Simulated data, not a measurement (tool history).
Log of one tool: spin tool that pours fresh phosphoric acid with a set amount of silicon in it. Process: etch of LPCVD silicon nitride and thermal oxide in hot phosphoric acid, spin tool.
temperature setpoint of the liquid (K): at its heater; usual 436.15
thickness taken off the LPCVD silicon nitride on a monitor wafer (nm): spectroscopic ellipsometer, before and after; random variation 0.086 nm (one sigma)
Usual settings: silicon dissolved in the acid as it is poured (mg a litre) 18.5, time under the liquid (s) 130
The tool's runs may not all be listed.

| run | hour | temperature setpoint of the liquid (K) | silicon dissolved in the acid as it is poured (mg a litre) | time under the liquid (s) | wafers since the last listed run | hours since the thermometer was replaced | hours since the dissolved silicon flow meter was replaced | hours since the heated supply line was repaired | hours since the gauge calibration | read-back film thickness of the LPCVD silicon nitride reference wafer, read on the same gauge (nm) | thickness taken off the LPCVD silicon nitride on a monitor wafer (nm) |
|---|---|---|---|---|---|---|---|---|---|---|---|
| 1 | 0.0 | 436.15 | 9.0 | 130 | 0 | 1389.9 | 1570.3 | 297.1 | 603.4 | 119.99 | 13.22 |
| 2 | 68.9 | 436.15 | 9.0 | 130 | 799 | 1458.8 | 1639.2 | 366.0 | 672.3 | 119.99 | 13.20 |
| 3 | 159.2 | 435.15 | 18.5 | 130 | 1048 | 1549.1 | 1729.5 | 456.3 | 762.6 | 120.00 | 12.59 |
| 4 | 258.3 | 436.15 | 18.5 | 130 | 1150 | 1648.2 | 1828.6 | 555.4 | 861.7 | 120.01 | 12.72 |
| 5 | 334.8 | 436.15 | 18.5 | 130 | 888 | 1724.7 | 1905.1 | 631.9 | 938.2 | 120.02 | 12.73 |
| 6 | 437.1 | 436.15 | 18.5 | 130 | 1187 | 1827.0 | 2007.4 | 734.2 | 1040.5 | 120.01 | 12.80 |
| 7 | 487.2 | 436.15 | 18.5 | 130 | 581 | 1877.1 | 2057.5 | 784.3 | 1090.6 | 120.02 | 12.63 |
| 8 | 571.8 | 436.15 | 18.5 | 130 | 982 | 1961.7 | 2142.1 | 868.9 | 1175.2 | 119.98 | 12.56 |
|  | 773.1 | dissolved silicon flow meter replaced |
| 9 | 822.3 | 438.65 | 18.5 | 115 | 2896 | 2212.2 | 49.2 | 1119.4 | 1425.7 | 120.01 | 11.90 |
|  | 850.2 | heated supply line repaired |
| 10 | 908.9 | 436.15 | 18.5 | 130 | 993 | 2298.8 | 135.8 | 58.7 | 1512.3 | 119.99 | 13.20 |
|  | 938.3 | thermometer replaced |
| 11 | 971.6 | 434.65 | 23.0 | 175 | 716 | 33.3 | 198.5 | 121.4 | 1575.0 | 120.01 | 16.73 |
| 12 | 1036.1 | 436.15 | 5.5 | 130 | 748 | 97.8 | 263.0 | 185.9 | 1639.5 | 120.00 | 13.22 |
| 13 | 1087.9 | 436.15 | 18.5 | 95 | 601 | 149.6 | 314.8 | 237.7 | 1691.3 | 120.01 | 9.51 |
|  | 1133.6 | gauge calibrated |
| 14 | 1169.3 | 436.15 | 18.5 | 185 | 944 | 231.0 | 396.2 | 319.1 | 35.7 | 119.99 | 18.47 |
| 15 | 1246.5 | 436.15 | 18.5 | 130 | 896 | 308.2 | 473.4 | 396.3 | 112.9 | 119.98 | 12.91 |
| 16 | 1322.8 | 436.15 | 25.0 | 130 | 885 | 384.5 | 549.7 | 472.6 | 189.2 | 120.00 | 12.85 |
| 17 | 1367.6 | 436.15 | 18.5 | 130 | 520 | 429.3 | 594.5 | 517.4 | 234.0 | 120.00 | 12.83 |
| 18 | 1465.3 | 433.65 | 18.5 | 130 | 1134 | 527.0 | 692.2 | 615.1 | 331.7 | 119.98 | 11.78 |
| 19 | 1566.9 | 436.15 | 11.5 | 195 | 1179 | 628.6 | 793.8 | 716.7 | 433.3 | 120.00 | 18.87 |

Measured less the same run without the tool's hidden state. The same run-to-run variation is in both; the gauge's scatter may not be:
The hidden state here: liquid hotter than its thermometer reads (K); dissolved silicon flow above the setpoint (%); temperature lost on the way to the wafer (K); gauge reads high (%).
| run | thickness taken off the LPCVD silicon nitride on a monitor wafer (nm) |
|---|---|
| 1 | -0.46 |
| 2 | -0.52 |
| 3 | -0.59 |
| 4 | -0.69 |
| 5 | -0.75 |
| 6 | -0.86 |
| 7 | -0.89 |
| 8 | -0.97 |
| 9 | -1.12 |
| 10 | -0.36 |
| 11 | -0.55 |
| 12 | -0.48 |
| 13 | -0.39 |
| 14 | -0.86 |
| 15 | -0.67 |
| 16 | -0.74 |
| 17 | -0.78 |
| 18 | -0.81 |
| 19 | -1.43 |
